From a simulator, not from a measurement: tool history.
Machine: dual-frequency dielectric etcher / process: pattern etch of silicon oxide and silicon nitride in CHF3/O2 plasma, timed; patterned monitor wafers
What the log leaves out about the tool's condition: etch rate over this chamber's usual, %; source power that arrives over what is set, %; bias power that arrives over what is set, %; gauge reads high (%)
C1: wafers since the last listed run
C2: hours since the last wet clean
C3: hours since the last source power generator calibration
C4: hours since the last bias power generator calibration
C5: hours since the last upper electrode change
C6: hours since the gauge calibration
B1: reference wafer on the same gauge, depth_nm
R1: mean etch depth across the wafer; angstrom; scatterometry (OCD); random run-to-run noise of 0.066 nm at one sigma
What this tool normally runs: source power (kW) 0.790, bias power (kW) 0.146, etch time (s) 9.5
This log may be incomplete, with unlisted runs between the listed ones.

Run 1, hour 0.0: usual settings but source power (kW) 0.910, etch time (s) 8.5; C1 0; C2 404.0; C3 1778.0; C4 1570.0; C5 1999.7; C6 152.2; B1 13.42. Result: R1 134.3 angstrom.
Run 2, hour 97.1: usual settings; C1 2376; C2 501.1; C3 1875.1; C4 1667.1; C5 2096.8; C6 249.3; B1 13.41. Result: R1 142.4 angstrom.
Run 3, hour 176.8: usual settings; C1 1950; C2 580.8; C3 1954.8; C4 1746.8; C5 2176.5; C6 329.0; B1 13.40. Result: R1 143.0 angstrom.
At hour 253.4: wet clean of the chamber.
Run 4, hour 253.9: usual settings; C1 1299; C2 0.5; C3 2031.9; C4 1823.9; C5 2253.6; C6 406.1; B1 13.39. Result: R1 142.2 angstrom.
Run 5, hour 544.3: usual settings; C1 7106; C2 290.9; C3 2322.3; C4 2114.3; C5 2544.0; C6 696.5; B1 13.41. Result: R1 142.4 angstrom.
Run 6, hour 640.0: usual settings; C1 2341; C2 386.6; C3 2418.0; C4 2210.0; C5 2639.7; C6 792.2; B1 13.40. Result: R1 141.6 angstrom.
Run 7, hour 742.1: usual settings; C1 2498; C2 488.7; C3 2520.1; C4 2312.1; C5 2741.8; C6 894.3; B1 13.42. Result: R1 143.1 angstrom.
At hour 779.4: bias power generator calibrated.
Run 8, hour 818.1: usual settings but bias power (kW) 0.162; C1 1761; C2 564.7; C3 2596.1; C4 38.7; C5 2817.8; C6 970.3; B1 13.39. Result: R1 144.2 angstrom.
Run 9, hour 877.2: usual settings but bias power (kW) 0.135, etch time (s) 8.5; C1 1446; C2 623.8; C3 2655.2; C4 97.8; C5 2876.9; C6 1029.4; B1 13.42. Result: R1 124.5 angstrom.
At hour 910.3: wet clean of the chamber.
Run 10, hour 922.1: usual settings but bias power (kW) 0.135, etch time (s) 8.5; C1 511; C2 11.8; C3 2700.1; C4 142.7; C5 2921.8; C6 1074.3; B1 13.41. Result: R1 126.2 angstrom.
Run 11, hour 1022.2: usual settings but bias power (kW) 0.135, etch time (s) 8.5; C1 2449; C2 111.9; C3 2800.2; C4 242.8; C5 3021.9; C6 1174.4; B1 13.39. Result: R1 124.6 angstrom.
Run 12, hour 1075.3: usual settings; C1 1299; C2 165.0; C3 2853.3; C4 295.9; C5 3075.0; C6 1227.5; B1 13.39. Result: R1 141.4 angstrom.
Run 13, hour 1224.3: usual settings but source power (kW) 0.830, etch time (s) 8.5; C1 3646; C2 314.0; C3 3002.3; C4 444.9; C5 3224.0; C6 1376.5; B1 13.41. Result: R1 129.5 angstrom.
Run 14, hour 1261.6: usual settings; C1 912; C2 351.3; C3 3039.6; C4 482.2; C5 3261.3; C6 1413.8; B1 13.39. Result: R1 140.6 angstrom.
Run 15, hour 1343.5: usual settings; C1 2004; C2 433.2; C3 3121.5; C4 564.1; C5 3343.2; C6 1495.7; B1 13.38. Result: R1 139.7 angstrom.
Run 16, hour 1399.1: usual settings but bias power (kW) 0.135, etch time (s) 8.5; C1 1360; C2 488.8; C3 3177.1; C4 619.7; C5 3398.8; C6 1551.3; B1 13.40. Result: R1 123.3 angstrom.
Run 17, hour 1474.4: usual settings but bias power (kW) 0.158; C1 1842; C2 564.1; C3 3252.4; C4 695.0; C5 3474.1; C6 1626.6; B1 13.42. Result: R1 143.3 angstrom.
At hour 1481.7: gauge calibrated.
At hour 1521.2: source power generator calibrated.
At hour 1531.9: wet clean of the chamber.
At hour 1568.0: upper electrode replaced.
Run 18, hour 1568.5: usual settings but source power (kW) 0.660, bias power (kW) 0.114, etch time (s) 12.0; C1 1355; C2 36.6; C3 47.3; C4 789.1; C5 0.5; C6 86.8; B1 13.39. Result: R1 162.7 angstrom.
Run 19, hour 1621.3: usual settings but bias power (kW) 0.177, etch time (s) 8.0; C1 1292; C2 89.4; C3 100.1; C4 841.9; C5 53.3; C6 139.6; B1 13.40. Result: R1 125.2 angstrom.
Run 20, hour 1681.6: usual settings; C1 1475; C2 149.7; C3 160.4; C4 902.2; C5 113.6; C6 199.9; B1 13.39. Result: R1 143.9 angstrom.
Run 21, hour 1764.6: usual settings but source power (kW) 0.710; C1 2030; C2 232.7; C3 243.4; C4 985.2; C5 196.6; C6 282.9; B1 13.43. Result: R1 138.6 angstrom.
Run 22, hour 1804.6: usual settings but bias power (kW) 0.175, etch time (s) 8.0; C1 978; C2 272.7; C3 283.4; C4 1025.2; C5 236.6; C6 322.9; B1 13.42. Result: R1 125.6 angstrom.

Run 23 has not been measured yet. What should we expect?
Run 23, hour 1897.0: usual settings but etch time (s) 6.5; C1 2261; C2 365.1; C3 375.8; C4 1117.6; C5 329.0; C6 415.3; B1 ?. Result: R1 ?.

{"run 23": {"B1": 13.39, "R1": 98.7}}
Minus the tool's unlogged condition, the same run would have read R1 98.8 angstrom.

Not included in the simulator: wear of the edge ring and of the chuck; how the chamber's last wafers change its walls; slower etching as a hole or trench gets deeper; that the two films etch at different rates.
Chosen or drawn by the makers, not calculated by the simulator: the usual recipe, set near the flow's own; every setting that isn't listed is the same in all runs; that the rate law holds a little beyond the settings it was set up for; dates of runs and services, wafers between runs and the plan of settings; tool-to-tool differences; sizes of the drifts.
